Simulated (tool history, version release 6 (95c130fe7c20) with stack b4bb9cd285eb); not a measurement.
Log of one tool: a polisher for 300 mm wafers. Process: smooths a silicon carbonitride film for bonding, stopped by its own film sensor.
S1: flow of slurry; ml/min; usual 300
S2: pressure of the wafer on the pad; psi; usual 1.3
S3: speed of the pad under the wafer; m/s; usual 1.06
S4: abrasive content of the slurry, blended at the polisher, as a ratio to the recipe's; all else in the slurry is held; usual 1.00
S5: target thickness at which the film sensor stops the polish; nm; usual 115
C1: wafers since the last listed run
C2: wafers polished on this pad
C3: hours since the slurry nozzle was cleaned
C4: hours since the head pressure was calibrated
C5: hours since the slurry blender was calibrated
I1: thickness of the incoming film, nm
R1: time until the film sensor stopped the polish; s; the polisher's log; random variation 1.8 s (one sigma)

run,hour,S1,S2,S3,S4,S5,C1,C2,C3,C4,C5,I1,R1
1,0.0,300,1.3,1.18,1.00,115,0,416,93.4,909.0,114.5,130.2,101.3
2,23.6,300,1.3,1.18,1.00,115,156,573,117.0,932.6,138.1,132.1,115.2
3,50.8,300,1.3,1.18,1.00,115,180,753,144.2,959.8,165.3,130.9,106.8
# hour 67.6: worn pad replaced by a new one
4,85.2,375,1.3,1.06,1.00,115,201,117,178.6,994.2,199.7,132.7,127.2
5,103.6,300,1.3,0.88,1.00,115,122,239,197.0,1012.6,218.1,130.7,132.4
# hour 109.1: slurry blender recalibrated
6,128.2,300,1.3,0.88,1.00,115,149,389,221.6,1037.2,19.1,131.7,136.0
7,157.3,300,1.3,1.06,1.00,115,193,582,250.7,1066.3,48.2,131.9,125.3
8,199.7,300,1.3,1.06,1.00,115,281,863,293.1,1108.7,90.6,129.2,102.4
# hour 218.7: worn pad replaced by a new one
9,219.2,300,1.3,1.06,1.00,115,102,3,312.6,1128.2,110.1,130.9,116.3
10,250.1,300,1.3,1.06,0.80,116,205,208,343.5,1159.1,141.0,130.8,123.0
11,280.9,255,1.3,1.06,1.00,115,204,412,374.3,1189.9,171.8,129.2,105.3
12,312.4,255,1.3,1.06,1.00,115,209,621,405.8,1221.4,203.3,129.0,103.2
13,337.6,300,1.3,1.06,1.00,118,167,789,431.0,1246.6,228.5,131.5,99.9
# hour 345.9: slurry blender recalibrated
# hour 363.0: worn pad replaced by a new one
14,372.8,300,1.3,1.06,1.30,115,193,65,466.2,1281.8,26.9,129.0,88.7
15,393.5,275,1.3,1.06,1.00,115,137,202,486.9,1302.5,47.6,128.6,99.9
16,413.4,300,1.8,1.06,0.80,115,132,334,506.8,1322.4,67.5,129.4,90.4
# hour 416.5: slurry nozzle cleaned
17,433.6,300,1.1,1.28,1.30,111,127,462,17.1,1342.6,87.7,129.0,119.5
# hour 464.2: head pressure recalibrated
18,464.7,300,1.3,1.18,1.00,115,193,655,48.2,0.5,118.8,130.6,91.8
19,490.4,300,1.3,1.06,1.00,112,170,825,73.9,26.2,144.5,130.0,120.8
20,518.4,215,1.7,1.36,1.00,118,185,1011,101.9,54.2,172.5,132.2,62.1
# hour 527.5: worn pad replaced by a new one
21,548.5,300,1.3,1.06,1.00,115,173,139,132.0,84.3,202.6,128.8,92.4
# hour 560.4: slurry blender recalibrated
22,572.5,205,1.3,1.06,1.00,114,146,285,156.0,108.3,12.1,131.9,125.9
23,597.3,360,1.3,1.06,1.15,115,164,450,180.8,133.1,36.9,132.2,106.7
24,615.2,300,1.3,0.68,1.10,118,118,568,198.7,151.0,54.8,128.7,98.1
25,637.8,300,1.3,1.06,1.00,115,149,718,221.3,173.6,77.4,130.3,102.7
26,669.6,335,1.3,1.06,1.00,115,211,929,253.1,205.4,109.2,130.0,104.8
# hour 678.4: worn pad replaced by a new one
27,684.3,300,1.3,1.06,1.00,115,71,39,267.8,220.1,123.9,129.9,102.0
28,703.6,300,1.0,1.24,1.00,115,128,167,287.1,239.4,143.2,129.8,117.1
29,727.8,300,1.2,0.86,1.00,118,160,327,311.3,263.6,167.4,131.9,120.2

Some steps in R1 between neighbouring runs. How much of each would the tool show without its hidden state too (settings, what came in, random variation), and how much is left for the hidden state, with any gauge scatter that isn't in both results?
The hidden state here: removal rate lost through wear of the pad, %; slurry flow missing at the pad, %; deviation of the head's pressure from its setpoint, %; abrasive missing from the slurry, %.
Run 16 -> 17: S2 1.8 -> 1.1, S3 1.06 -> 1.28, S4 0.80 -> 1.30, S5 115 -> 111, slurry nozzle cleaned. R1 +29.1 s: hidden state +3.6, all else +25.5.
Run 17 -> 18: S2 1.1 -> 1.3, S3 1.28 -> 1.18, S4 1.30 -> 1.00, S5 111 -> 115, head pressure recalibrated. R1 -27.7 s: hidden state -13.5, all else -14.2.
Run 19 -> 20: S1 300 -> 215, S2 1.3 -> 1.7, S3 1.06 -> 1.36, S5 112 -> 118. R1 -58.7 s: hidden state -0.6, all else -58.1.
Run 21 -> 22: S1 300 -> 205, S5 115 -> 114, slurry blender recalibrated. R1 +33.5 s: hidden state +1.9, all else +31.6.
